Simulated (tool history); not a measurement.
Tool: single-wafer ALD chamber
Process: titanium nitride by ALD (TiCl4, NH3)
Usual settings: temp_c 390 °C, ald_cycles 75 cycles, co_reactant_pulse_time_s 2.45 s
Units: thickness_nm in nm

| run | day | temp_c | ald_cycles | co_reactant_pulse_time_s | wafers since the last listed run | hours since the last thermocouple change | hours since the showerhead was replaced | hours since the gauge calibration | read-back reference wafer on the same gauge, thickness_nm | thickness_nm |
|---|---|---|---|---|---|---|---|---|---|---|
| 1 | 0.000 | 390 | 75 | 2.45 | 0 | 1994.1 | 2645.5 | 15.0 | 1.309 | 1.524 |
| 2 | 0.692 | 390 | 75 | 2.45 | 54 | 2010.7 | 2662.1 | 31.6 | 1.310 | 1.523 |
| 3 | 1.279 | 390 | 75 | 2.45 | 46 | 2024.8 | 2676.2 | 45.7 | 1.311 | 1.523 |
| 4 | 1.817 | 390 | 75 | 2.45 | 42 | 2037.7 | 2689.1 | 58.6 | 1.310 | 1.518 |
| 5 | 2.517 | 390 | 75 | 2.45 | 55 | 2054.5 | 2705.9 | 75.4 | 1.310 | 1.522 |
|  | 3.092 | showerhead replaced |
| 6 | 3.112 | 383 | 75 | 2.45 | 20 | 2068.8 | 0.5 | 89.7 | 1.310 | 1.514 |
| 7 | 3.338 | 390 | 75 | 2.45 | 17 | 2074.2 | 5.9 | 95.1 | 1.310 | 1.520 |
| 8 | 3.733 | 390 | 75 | 1.99 | 31 | 2083.7 | 15.4 | 104.6 | 1.310 | 1.508 |
|  | 4.267 | thermocouple changed; heater temperature recalibrated |
| 9 | 4.288 | 390 | 75 | 2.45 | 17 | 0.5 | 28.7 | 117.9 | 1.310 | 1.514 |
|  | 4.458 | gauge calibrated |
| 10 | 4.771 | 384 | 75 | 1.93 | 37 | 12.1 | 40.3 | 7.5 | 1.310 | 1.496 |
| 11 | 5.379 | 390 | 75 | 2.45 | 47 | 26.7 | 54.9 | 22.1 | 1.310 | 1.517 |

Run 12 comes next. What will it give?
| 12 | 5.967 | 404 | 86 | 2.45 | 46 | 40.8 | 69.0 | 36.2 | ? | ? |

{"run 12": {"read-back reference wafer on the same gauge, thickness_nm": 1.31, "thickness_nm": 1.753}}
Without the tool's hidden state the same run would have given thickness_nm 1.753 nm.
